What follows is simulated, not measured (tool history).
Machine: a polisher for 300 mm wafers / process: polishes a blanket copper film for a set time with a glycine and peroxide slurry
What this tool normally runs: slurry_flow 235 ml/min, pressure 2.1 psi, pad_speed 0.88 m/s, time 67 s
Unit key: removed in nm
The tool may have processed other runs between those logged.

run,day,slurry_flow,pressure,pad_speed,time,wafers since the last listed run,wafers polished on this pad,hours since the slurry nozzle was cleaned,hours since the head pressure was calibrated,"incoming thickness of the incoming film, nm",removed
1,0.000,235,2.1,0.88,52,0,1021,455.7,173.2,1000.5,227.8
2,3.721,235,2.1,0.88,52,1109,2131,545.0,262.5,978.6,228.0
# day 4.554: slurry nozzle cleaned
# day 5.762: worn pad replaced by a new one
3,8.083,235,2.1,0.88,67,1238,692,84.7,367.2,997.4,311.0
4,10.467,235,2.1,0.88,67,710,1403,141.9,424.4,992.2,310.2
# day 13.708: worn pad replaced by a new one
5,14.192,235,2.1,0.88,67,1061,143,231.3,513.8,989.1,312.9
6,17.746,235,2.1,0.88,67,1060,1203,316.6,599.1,995.2,305.8
# day 19.067: head pressure recalibrated
# day 20.925: worn pad replaced by a new one
7,21.367,235,2.1,1.06,67,1005,131,403.5,55.2,988.2,339.1
8,23.175,180,2.5,0.64,67,539,670,446.9,98.6,985.1,274.0
9,25.812,235,2.1,0.88,52,786,1457,510.2,161.9,995.1,228.0
# day 26.371: slurry nozzle cleaned
10,29.392,180,1.9,0.88,84,1055,2512,72.5,247.8,979.9,293.8
# day 30.192: worn pad replaced by a new one
11,32.467,235,1.6,1.04,67,867,678,146.3,321.6,989.3,246.6
# day 32.867: slurry nozzle cleaned, repeated, since the last time left the tool worse
12,34.596,235,1.5,1.02,67,622,1300,41.5,372.7,977.1,263.9
13,37.633,235,1.6,1.04,67,905,2206,114.4,445.6,988.3,272.9
# day 39.075: worn pad replaced by a new one
14,40.979,235,2.4,1.08,67,948,567,194.7,525.9,983.2,377.2

Below are 5 alternative next runs, each starting from the tool's condition after run 14. Predict each:
A,40.996,305,2.1,0.88,67,4,572,195.1,526.3,995.3,?
B,40.996,165,2.1,1.08,77,4,572,195.1,526.3,995.3,?
C,40.996,235,2.1,0.62,67,4,572,195.1,526.3,995.3,?
D,40.996,235,1.4,1.06,67,4,572,195.1,526.3,995.3,?
E,40.996,235,2.1,0.88,81,4,572,195.1,526.3,995.3,?

run,removed
A,318.4
B,382.3
C,254.2
D,256.6
E,373.9
Take away the tool's hidden state, keep each run's random variation, and the runs would have read:
run,removed
A,320.2
B,386.3
C,256.0
D,258.5
E,376.6
